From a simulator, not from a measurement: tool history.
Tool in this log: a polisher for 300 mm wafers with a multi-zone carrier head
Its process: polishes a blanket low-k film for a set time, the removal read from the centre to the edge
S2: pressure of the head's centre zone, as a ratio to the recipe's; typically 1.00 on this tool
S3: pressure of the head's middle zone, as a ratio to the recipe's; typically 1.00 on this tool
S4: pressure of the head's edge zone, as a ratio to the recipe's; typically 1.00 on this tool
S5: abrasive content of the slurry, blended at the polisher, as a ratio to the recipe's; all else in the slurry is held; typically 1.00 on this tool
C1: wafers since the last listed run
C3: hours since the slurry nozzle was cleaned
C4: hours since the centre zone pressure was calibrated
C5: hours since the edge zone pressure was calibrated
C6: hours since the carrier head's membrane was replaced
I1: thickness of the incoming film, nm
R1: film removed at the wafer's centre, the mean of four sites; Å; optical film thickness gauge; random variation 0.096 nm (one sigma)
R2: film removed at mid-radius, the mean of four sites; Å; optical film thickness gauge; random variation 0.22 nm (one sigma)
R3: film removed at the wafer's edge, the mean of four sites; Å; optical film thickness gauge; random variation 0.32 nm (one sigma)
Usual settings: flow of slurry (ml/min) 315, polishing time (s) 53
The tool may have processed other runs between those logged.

{"run": 1, "hour": 0.0, "flow of slurry (ml/min)": 315, "S2": 1.0, "S3": 1.0, "S4": 1.0, "S5": 1.0, "polishing time (s)": 53, "C1": 0, "wafers polished on this pad": 668, "C3": 640.3, "C4": 1219.4, "C5": 279.5, "C6": 908.1, "I1": 540.0, "R1": 251, "R2": 246, "R3": 245}
{"run": 2, "hour": 15.9, "flow of slurry (ml/min)": 315, "S2": 1.0, "S3": 1.0, "S4": 1.0, "S5": 1.0, "polishing time (s)": 53, "C1": 111, "wafers polished on this pad": 780, "C3": 656.2, "C4": 1235.3, "C5": 295.4, "C6": 924.0, "I1": 530.6, "R1": 248, "R2": 243, "R3": 246}
{"run": 3, "hour": 28.7, "flow of slurry (ml/min)": 315, "S2": 1.0, "S3": 1.0, "S4": 1.0, "S5": 1.0, "polishing time (s)": 53, "C1": 90, "wafers polished on this pad": 870, "C3": 669.0, "C4": 1248.1, "C5": 308.2, "C6": 936.8, "I1": 536.4, "R1": 247, "R2": 241, "R3": 244}
{"run": 4, "hour": 44.2, "flow of slurry (ml/min)": 315, "S2": 1.0, "S3": 1.0, "S4": 1.0, "S5": 1.0, "polishing time (s)": 53, "C1": 109, "wafers polished on this pad": 979, "C3": 684.5, "C4": 1263.6, "C5": 323.7, "C6": 952.3, "I1": 541.9, "R1": 245, "R2": 243, "R3": 244}
{"run": 5, "hour": 51.6, "flow of slurry (ml/min)": 315, "S2": 1.0, "S3": 1.0, "S4": 1.0, "S5": 0.85, "polishing time (s)": 53, "C1": 52, "wafers polished on this pad": 1031, "C3": 691.9, "C4": 1271.0, "C5": 331.1, "C6": 959.7, "I1": 539.8, "R1": 225, "R2": 222, "R3": 223}
{"run": 6, "hour": 62.1, "flow of slurry (ml/min)": 315, "S2": 1.0, "S3": 1.0, "S4": 1.0, "S5": 0.85, "polishing time (s)": 53, "C1": 73, "wafers polished on this pad": 1105, "C3": 702.4, "C4": 1281.5, "C5": 341.6, "C6": 970.2, "I1": 543.2, "R1": 224, "R2": 219, "R3": 220}
{"run": 7, "hour": 68.9, "flow of slurry (ml/min)": 315, "S2": 1.0, "S3": 1.0, "S4": 1.0, "S5": 1.0, "polishing time (s)": 53, "C1": 47, "wafers polished on this pad": 1153, "C3": 709.2, "C4": 1288.3, "C5": 348.4, "C6": 977.0, "I1": 537.7, "R1": 242, "R2": 237, "R3": 242}
{"hour": 71.9, "done": "edge zone pressure recalibrated"}
{"hour": 72.8, "done": "centre zone pressure recalibrated"}
{"run": 8, "hour": 83.3, "flow of slurry (ml/min)": 315, "S2": 1.0, "S3": 1.0, "S4": 1.0, "S5": 1.0, "polishing time (s)": 53, "C1": 81, "wafers polished on this pad": 1234, "C3": 723.6, "C4": 10.5, "C5": 11.4, "C6": 991.4, "I1": 543.6, "R1": 239, "R2": 234, "R3": 237}
{"run": 9, "hour": 95.7, "flow of slurry (ml/min)": 315, "S2": 1.0, "S3": 1.0, "S4": 1.0, "S5": 1.0, "polishing time (s)": 53, "C1": 87, "wafers polished on this pad": 1321, "C3": 736.0, "C4": 22.9, "C5": 23.8, "C6": 1003.8, "I1": 549.0, "R1": 237, "R2": 235, "R3": 237}
{"run": 10, "hour": 107.2, "flow of slurry (ml/min)": 315, "S2": 1.0, "S3": 0.94, "S4": 1.0, "S5": 1.15, "polishing time (s)": 53, "C1": 80, "wafers polished on this pad": 1402, "C3": 747.5, "C4": 34.4, "C5": 35.3, "C6": 1015.3, "I1": 544.8, "R1": 250, "R2": 233, "R3": 251}
{"hour": 109.1, "done": "slurry nozzle cleaned"}
{"hour": 114.4, "done": "worn pad replaced by a new one"}
{"run": 11, "hour": 121.4, "flow of slurry (ml/min)": 315, "S2": 1.0, "S3": 1.0, "S4": 1.0, "S5": 1.0, "polishing time (s)": 53, "C1": 64, "wafers polished on this pad": 49, "C3": 12.3, "C4": 48.6, "C5": 49.5, "C6": 1029.5, "I1": 533.1, "R1": 264, "R2": 256, "R3": 257}
{"run": 12, "hour": 134.5, "flow of slurry (ml/min)": 280, "S2": 1.0, "S3": 0.94, "S4": 1.0, "S5": 1.1, "polishing time (s)": 53, "C1": 92, "wafers polished on this pad": 141, "C3": 25.4, "C4": 61.7, "C5": 62.6, "C6": 1042.6, "I1": 531.1, "R1": 271, "R2": 252, "R3": 267}
{"hour": 145.3, "done": "carrier head's membrane replaced by a new one"}
{"run": 13, "hour": 149.0, "flow of slurry (ml/min)": 315, "S2": 1.1, "S3": 0.97, "S4": 1.0, "S5": 0.75, "polishing time (s)": 53, "C1": 66, "wafers polished on this pad": 208, "C3": 39.9, "C4": 76.2, "C5": 77.1, "C6": 3.7, "I1": 530.2, "R1": 245, "R2": 214, "R3": 224}
{"run": 14, "hour": 165.3, "flow of slurry (ml/min)": 315, "S2": 1.0, "S3": 1.0, "S4": 1.0, "S5": 1.0, "polishing time (s)": 60, "C1": 114, "wafers polished on this pad": 322, "C3": 56.2, "C4": 92.5, "C5": 93.4, "C6": 20.0, "I1": 535.4, "R1": 298, "R2": 289, "R3": 288}
{"run": 15, "hour": 175.7, "flow of slurry (ml/min)": 315, "S2": 1.0, "S3": 1.04, "S4": 1.0, "S5": 1.0, "polishing time (s)": 53, "C1": 73, "wafers polished on this pad": 395, "C3": 66.6, "C4": 102.9, "C5": 103.8, "C6": 30.4, "I1": 545.3, "R1": 263, "R2": 266, "R3": 254}
{"run": 16, "hour": 191.2, "flow of slurry (ml/min)": 315, "S2": 1.0, "S3": 1.0, "S4": 1.0, "S5": 1.0, "polishing time (s)": 53, "C1": 109, "wafers polished on this pad": 505, "C3": 82.1, "C4": 118.4, "C5": 119.3, "C6": 45.9, "I1": 532.1, "R1": 263, "R2": 255, "R3": 259}

Branching from run 16: 5 alternative next runs. What would each branch give?
{"run": "A", "hour": 191.6, "flow of slurry (ml/min)": 365, "S2": 1.0, "S3": 1.0, "S4": 1.0, "S5": 1.0, "polishing time (s)": 53, "C1": 2, "wafers polished on this pad": 507, "C3": 82.5, "C4": 118.8, "C5": 119.7, "C6": 46.3, "I1": 535.3, "R1": "?", "R2": "?", "R3": "?"}
{"run": "B", "hour": 191.6, "flow of slurry (ml/min)": 390, "S2": 1.11, "S3": 1.1, "S4": 1.0, "S5": 1.0, "polishing time (s)": 53, "C1": 2, "wafers polished on this pad": 507, "C3": 82.5, "C4": 118.8, "C5": 119.7, "C6": 46.3, "I1": 535.3, "R1": "?", "R2": "?", "R3": "?"}
{"run": "C", "hour": 191.6, "flow of slurry (ml/min)": 250, "S2": 1.0, "S3": 1.11, "S4": 0.96, "S5": 1.0, "polishing time (s)": 53, "C1": 2, "wafers polished on this pad": 507, "C3": 82.5, "C4": 118.8, "C5": 119.7, "C6": 46.3, "I1": 535.3, "R1": "?", "R2": "?", "R3": "?"}
{"run": "D", "hour": 191.6, "flow of slurry (ml/min)": 400, "S2": 1.0, "S3": 1.0, "S4": 0.93, "S5": 1.15, "polishing time (s)": 53, "C1": 2, "wafers polished on this pad": 507, "C3": 82.5, "C4": 118.8, "C5": 119.7, "C6": 46.3, "I1": 535.3, "R1": "?", "R2": "?", "R3": "?"}
{"run": "E", "hour": 191.6, "flow of slurry (ml/min)": 260, "S2": 1.0, "S3": 1.0, "S4": 1.0, "S5": 0.8, "polishing time (s)": 53, "C1": 2, "wafers polished on this pad": 507, "C3": 82.5, "C4": 118.8, "C5": 119.7, "C6": 46.3, "I1": 535.3, "R1": "?", "R2": "?", "R3": "?"}

run=A R1=265 R2=254 R3=258
run=B R1=292 R2=277 R3=259
run=C R1=254 R2=266 R3=247
run=D R1=285 R2=272 R3=270
run=E R1=228 R2=219 R3=224
With the hidden condition removed and each run's random variation left untouched, the same runs would have given:
run=A R1=269 R2=258 R3=262
run=B R1=297 R2=281 R3=263
run=C R1=258 R2=271 R3=251
run=D R1=289 R2=277 R3=275
run=E R1=232 R2=223 R3=228
